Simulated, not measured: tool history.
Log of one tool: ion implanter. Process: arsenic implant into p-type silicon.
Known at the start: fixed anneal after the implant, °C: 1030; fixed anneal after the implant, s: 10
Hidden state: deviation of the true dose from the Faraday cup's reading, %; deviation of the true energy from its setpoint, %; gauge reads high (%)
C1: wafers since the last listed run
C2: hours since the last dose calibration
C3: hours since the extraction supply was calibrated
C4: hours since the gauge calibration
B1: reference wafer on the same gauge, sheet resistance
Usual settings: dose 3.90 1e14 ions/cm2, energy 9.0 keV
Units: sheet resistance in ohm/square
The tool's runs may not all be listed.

Run 1, hour 0.0: usual settings but dose 3.24 1e14 ions/cm2; C1 0; C2 88.2; C3 4731.8; C4 854.4; B1 308.14. Result: sheet resistance 342.32 ohm/square.
Run 2, hour 90.7: usual settings but dose 3.24 1e14 ions/cm2; C1 3616; C2 178.9; C3 4822.5; C4 945.1; B1 307.99. Result: sheet resistance 340.24 ohm/square.
Run 3, hour 190.9: usual settings but energy 10.5 keV; C1 3995; C2 279.1; C3 4922.7; C4 1045.3; B1 308.29. Result: sheet resistance 290.87 ohm/square.
Run 4, hour 259.8: usual settings but energy 10.5 keV; C1 2747; C2 348.0; C3 4991.6; C4 1114.2; B1 308.32. Result: sheet resistance 289.78 ohm/square.
Run 5, hour 329.6: usual settings; C1 2783; C2 417.8; C3 5061.4; C4 1184.0; B1 308.24. Result: sheet resistance 295.10 ohm/square.
Run 6, hour 402.5: usual settings; C1 2907; C2 490.7; C3 5134.3; C4 1256.9; B1 308.21. Result: sheet resistance 292.30 ohm/square.
Run 7, hour 487.2: usual settings but energy 10.0 keV; C1 3377; C2 575.4; C3 5219.0; C4 1341.6; B1 308.15. Result: sheet resistance 289.21 ohm/square.
Run 8, hour 594.6: usual settings; C1 4282; C2 682.8; C3 5326.4; C4 1449.0; B1 308.30. Result: sheet resistance 292.02 ohm/square.
Run 9, hour 630.7: usual settings; C1 1439; C2 718.9; C3 5362.5; C4 1485.1; B1 308.10. Result: sheet resistance 292.55 ohm/square.
Run 10, hour 698.5: usual settings but dose 3.46 1e14 ions/cm2, energy 10.0 keV; C1 2703; C2 786.7; C3 5430.3; C4 1552.9; B1 308.13. Result: sheet resistance 314.66 ohm/square.
Run 11, hour 787.6: usual settings but dose 4.33 1e14 ions/cm2; C1 3553; C2 875.8; C3 5519.4; C4 1642.0; B1 308.11. Result: sheet resistance 270.15 ohm/square.
Run 12, hour 833.5: usual settings but dose 4.33 1e14 ions/cm2; C1 1830; C2 921.7; C3 5565.3; C4 1687.9; B1 307.76. Result: sheet resistance 270.71 ohm/square.
Run 13, hour 892.2: usual settings; C1 2340; C2 980.4; C3 5624.0; C4 1746.6; B1 307.73. Result: sheet resistance 291.11 ohm/square.
Run 14, hour 929.8: usual settings but dose 4.39 1e14 ions/cm2, energy 11.5 keV; C1 1499; C2 1018.0; C3 5661.6; C4 1784.2; B1 308.01. Result: sheet resistance 261.69 ohm/square.
Run 15, hour 983.9: usual settings but dose 3.19 1e14 ions/cm2, energy 7.0 keV; C1 2157; C2 1072.1; C3 5715.7; C4 1838.3; B1 308.27. Result: sheet resistance 347.48 ohm/square.
Run 16, hour 1078.1: usual settings but dose 3.29 1e14 ions/cm2, energy 12.0 keV; C1 3756; C2 1166.3; C3 5809.9; C4 1932.5; B1 308.10. Result: sheet resistance 321.61 ohm/square.
At hour 1146.4: extraction supply calibrated.
Run 17, hour 1154.5: usual settings; C1 2727; C2 1242.7; C3 8.1; C4 2008.9; B1 308.00. Result: sheet resistance 290.27 ohm/square.
At hour 1168.3: gauge calibrated.
Run 18, hour 1206.0: usual settings but dose 3.14 1e14 ions/cm2, energy 6.5 keV; C1 2053; C2 1294.2; C3 59.6; C4 37.7; B1 308.05. Result: sheet resistance 352.53 ohm/square.
Run 19, hour 1281.7: usual settings; C1 3018; C2 1369.9; C3 135.3; C4 113.4; B1 308.11. Result: sheet resistance 290.49 ohm/square.
Run 20, hour 1348.8: usual settings but dose 4.70 1e14 ions/cm2, energy 7.0 keV; C1 2675; C2 1437.0; C3 202.4; C4 180.5; B1 308.38. Result: sheet resistance 260.37 ohm/square.
Run 21, hour 1387.7: usual settings but dose 3.37 1e14 ions/cm2, energy 8.0 keV; C1 1551; C2 1475.9; C3 241.3; C4 219.4; B1 308.02. Result: sheet resistance 328.59 ohm/square.
At hour 1412.5: Faraday cup replaced and dose calibrated.
Run 22, hour 1492.8: usual settings; C1 3872; C2 80.3; C3 346.4; C4 324.5; B1 308.30. Result: sheet resistance 299.34 ohm/square.
Run 23, hour 1594.8: usual settings but dose 3.27 1e14 ions/cm2, energy 8.0 keV; C1 4067; C2 182.3; C3 448.4; C4 426.5; B1 308.14. Result: sheet resistance 341.67 ohm/square.
Run 24, hour 1677.7: usual settings but dose 2.82 1e14 ions/cm2, energy 6.0 keV; C1 3305; C2 265.2; C3 531.3; C4 509.4; B1 307.97. Result: sheet resistance 390.47 ohm/square.
Run 25, hour 1738.0: usual settings but dose 3.27 1e14 ions/cm2, energy 8.0 keV; C1 2404; C2 325.5; C3 591.6; C4 569.7; B1 308.20. Result: sheet resistance 339.84 ohm/square.
Run 26, hour 1843.4: usual settings but dose 4.47 1e14 ions/cm2, energy 10.5 keV; C1 4203; C2 430.9; C3 697.0; C4 675.1; B1 307.71. Result: sheet resistance 263.52 ohm/square.

5 ways to go on from here, each from the tool as it stands after run 26. What would each give?
Run A, hour 1843.8: usual settings; C1 15; C2 431.3; C3 697.4; C4 675.5; B1 ?. Result: sheet resistance ?.
Run B, hour 1843.8: usual settings but dose 2.87 1e14 ions/cm2; C1 15; C2 431.3; C3 697.4; C4 675.5; B1 ?. Result: sheet resistance ?.
Run C, hour 1843.8: usual settings but dose 2.92 1e14 ions/cm2, energy 7.5 keV; C1 15; C2 431.3; C3 697.4; C4 675.5; B1 ?. Result: sheet resistance ?.
Run D, hour 1843.8: usual settings but dose 4.41 1e14 ions/cm2, energy 10.5 keV; C1 15; C2 431.3; C3 697.4; C4 675.5; B1 ?. Result: sheet resistance ?.
Run E, hour 1843.8: usual settings but dose 3.26 1e14 ions/cm2, energy 6.5 keV; C1 15; C2 431.3; C3 697.4; C4 675.5; B1 ?. Result: sheet resistance ?.

run      B1  sheet resistance
  A  308.29            292.77
  B  308.29            368.82
  C  308.29            370.10
  D  308.29            264.15
  E  308.29            344.23
Without the tool's hidden state the same runs would have given:
run  sheet resistance
  A            297.85
  B            375.47
  C            376.81
  D            268.60
  E            350.46
